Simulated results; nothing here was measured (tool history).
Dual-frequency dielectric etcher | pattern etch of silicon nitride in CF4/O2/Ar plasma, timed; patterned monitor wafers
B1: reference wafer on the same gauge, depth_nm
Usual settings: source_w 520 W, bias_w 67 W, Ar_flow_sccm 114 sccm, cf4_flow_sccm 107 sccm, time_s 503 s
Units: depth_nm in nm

Run 1, hour 0: usual settings; B1 1199.6. Result: depth_nm 1107.1 nm.
Run 2, hour 29.4: usual settings; B1 1197.8. Result: depth_nm 1095.2 nm.
Run 3, hour 70: usual settings; B1 1199.4. Result: depth_nm 1103.5 nm.
Run 4, hour 107.1: usual settings; B1 1198.1. Result: depth_nm 1102.8 nm.
Run 5, hour 141.4: usual settings; B1 1200.1. Result: depth_nm 1099.8 nm.
At hour 208.2: upper electrode replaced.
Run 6, hour 208.7: usual settings; B1 1198.8. Result: depth_nm 1101.3 nm.
Run 7, hour 237.5: usual settings; B1 1201.7. Result: depth_nm 1101.1 nm.
At hour 280.9: CF4 flow controller replaced.
At hour 283.3: Ar flow controller replaced.
Run 8, hour 292.7: usual settings; B1 1200. Result: depth_nm 1104.7 nm.
At hour 329.5: wet clean of the chamber.
Run 9, hour 330: usual settings but source_w 470 W, bias_w 79 W, Ar_flow_sccm 122 sccm, cf4_flow_sccm 127 sccm; B1 1200.9. Result: depth_nm 1180 nm.
At hour 347.6: source power generator calibrated.
Run 10, hour 361.9: usual settings but time_s 608.5 s; B1 1198.3. Result: depth_nm 1343.4 nm.
At hour 375.8: bias power generator calibrated.
Run 11, hour 407.7: usual settings but bias_w 56 W, time_s 605 s; B1 1200.2. Result: depth_nm 1205.5 nm.
At hour 428.9: gauge calibrated.
Run 12, hour 452.1: usual settings; B1 1200.4. Result: depth_nm 1094.9 nm.
Run 13, hour 507.1: usual settings but bias_w 57 W; B1 1198.9. Result: depth_nm 1007.7 nm.
Run 14, hour 538.8: usual settings but Ar_flow_sccm 102 sccm, time_s 439.5 s; B1 1200.9. Result: depth_nm 975.4 nm.

Forecast each of these 3 alternatives for the next run:
Run A, hour 539.4: usual settings but Ar_flow_sccm 105 sccm; B1 ?. Result: depth_nm ?.
Run B, hour 539.4: usual settings but source_w 610 W, bias_w 56 W, time_s 569.5 s; B1 ?. Result: depth_nm ?.
Run C, hour 539.4: usual settings but source_w 460 W, Ar_flow_sccm 134 sccm, time_s 585.5 s; B1 ?. Result: depth_nm ?.

run      B1  depth_nm
  A  1200.4    1116.6
  B  1200.4    1223.9
  C  1200.4    1205.6
Without the tool's hidden state the same runs would have given:
run  depth_nm
  A    1116.6
  B    1223.9
  C    1205.6
